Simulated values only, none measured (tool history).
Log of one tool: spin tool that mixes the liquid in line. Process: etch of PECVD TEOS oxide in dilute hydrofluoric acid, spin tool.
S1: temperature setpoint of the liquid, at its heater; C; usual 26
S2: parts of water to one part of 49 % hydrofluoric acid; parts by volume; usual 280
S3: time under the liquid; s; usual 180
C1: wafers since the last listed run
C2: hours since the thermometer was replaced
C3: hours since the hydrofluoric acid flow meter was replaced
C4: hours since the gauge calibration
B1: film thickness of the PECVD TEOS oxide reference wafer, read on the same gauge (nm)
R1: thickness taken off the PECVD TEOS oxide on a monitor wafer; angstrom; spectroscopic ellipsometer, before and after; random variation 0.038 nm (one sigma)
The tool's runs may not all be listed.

Run 1, hour 0: usual settings but S2 250 parts by volume; C1 0; C2 2533.5; C3 1682.4; C4 356.4; B1 88.94. Result: R1 75.1 angstrom.
Run 2, hour 32.6: usual settings but S2 250 parts by volume; C1 145; C2 2566.1; C3 1715; C4 389; B1 88.81. Result: R1 74.5 angstrom.
Run 3, hour 54.3: usual settings but S2 250 parts by volume; C1 97; C2 2587.8; C3 1736.7; C4 410.7; B1 88.7. Result: R1 75.3 angstrom.
Run 4, hour 70.6: usual settings; C1 72; C2 2604.1; C3 1753; C4 427; B1 88.61. Result: R1 64.5 angstrom.
Run 5, hour 103.1: usual settings but S1 24.5 C; C1 145; C2 2636.6; C3 1785.5; C4 459.5; B1 88.42. Result: R1 61.8 angstrom.
Run 6, hour 123.7: usual settings but S1 24.5 C; C1 92; C2 2657.2; C3 1806.1; C4 480.1; B1 88.33. Result: R1 61.5 angstrom.
Run 7, hour 154.7: usual settings but S3 225 s; C1 138; C2 2688.2; C3 1837.1; C4 511.1; B1 88.13. Result: R1 80.1 angstrom.
At hour 169.7: thermometer replaced.
Run 8, hour 206.6: usual settings but S3 225 s; C1 227; C2 36.9; C3 1889; C4 563; B1 87.75. Result: R1 79.7 angstrom.
Run 9, hour 220.5: usual settings but S3 225 s; C1 62; C2 50.8; C3 1902.9; C4 576.9; B1 87.66. Result: R1 79.7 angstrom.
Run 10, hour 240.6: usual settings but S2 215 parts by volume; C1 89; C2 70.9; C3 1923; C4 597; B1 87.46. Result: R1 88.6 angstrom.
Run 11, hour 261.8: usual settings but S2 215 parts by volume; C1 94; C2 92.1; C3 1944.2; C4 618.2; B1 87.35. Result: R1 89.2 angstrom.
At hour 275.9: gauge calibrated.
At hour 286.6: hydrofluoric acid flow meter replaced.
Run 12, hour 288.6: usual settings; C1 115; C2 118.9; C3 2; C4 12.7; B1 89.95. Result: R1 65.6 angstrom.
Run 13, hour 306.6: usual settings but S2 185 parts by volume, S3 95 s; C1 80; C2 136.9; C3 20; C4 30.7; B1 89.93. Result: R1 58 angstrom.
Run 14, hour 330.5: usual settings but S2 315 parts by volume; C1 106; C2 160.8; C3 43.9; C4 54.6; B1 89.89. Result: R1 56.5 angstrom.
Run 15, hour 357.5: usual settings but S1 23.5 C, S2 415 parts by volume, S3 270 s; C1 120; C2 187.8; C3 70.9; C4 81.6; B1 89.9. Result: R1 53.3 angstrom.
Run 16, hour 381.2: usual settings but S1 23 C, S2 395 parts by volume; C1 106; C2 211.5; C3 94.6; C4 105.3; B1 89.86. Result: R1 38 angstrom.
Run 17, hour 406.3: usual settings but S1 30 C, S2 410 parts by volume, S3 120 s; C1 112; C2 236.6; C3 119.7; C4 130.4; B1 89.84. Result: R1 29.6 angstrom.
Run 18, hour 421.8: usual settings but S1 21 C, S2 360 parts by volume, S3 125 s; C1 69; C2 252.1; C3 135.2; C4 145.9; B1 89.8. Result: R1 27.3 angstrom.
Run 19, hour 438.5: usual settings but S2 150 parts by volume, S3 215 s; C1 74; C2 268.8; C3 151.9; C4 162.6; B1 89.75. Result: R1 167 angstrom.
Run 20, hour 464.8: usual settings but S2 200 parts by volume, S3 100 s; C1 117; C2 295.1; C3 178.2; C4 188.9; B1 89.7. Result: R1 55.5 angstrom.
Run 21, hour 500.8: usual settings; C1 161; C2 331.1; C3 214.2; C4 224.9; B1 89.6. Result: R1 64.6 angstrom.
Run 22, hour 532.8: usual settings but S1 29.5 C, S2 140 parts by volume, S3 260 s; C1 143; C2 363.1; C3 246.2; C4 256.9; B1 89.5. Result: R1 250.1 angstrom.
Run 23, hour 545: usual settings but S1 23.5 C, S2 190 parts by volume, S3 220 s; C1 54; C2 375.3; C3 258.4; C4 269.1; B1 89.46. Result: R1 119.4 angstrom.

What the log doesn't show, run by run:
liquid colder than its thermometer reads (K): 0 in every run
hydrofluoric acid flow below the setpoint (%): 0 in every run
H1: gauge reads high (%)
run       H1
  1    -1.15
  2    -1.32
  3    -1.45
  4    -1.54
  5    -1.75
  6    -1.89
  7    -2.12
  8    -2.52
  9    -2.63
 10     -2.8
 11    -2.99
 12  -0.0709
 13  -0.0765
 14  -0.0913
 15   -0.118
 16    -0.15
 17   -0.193
 18   -0.224
 19   -0.261
 20   -0.328
 21   -0.435
 22   -0.547
 23   -0.593

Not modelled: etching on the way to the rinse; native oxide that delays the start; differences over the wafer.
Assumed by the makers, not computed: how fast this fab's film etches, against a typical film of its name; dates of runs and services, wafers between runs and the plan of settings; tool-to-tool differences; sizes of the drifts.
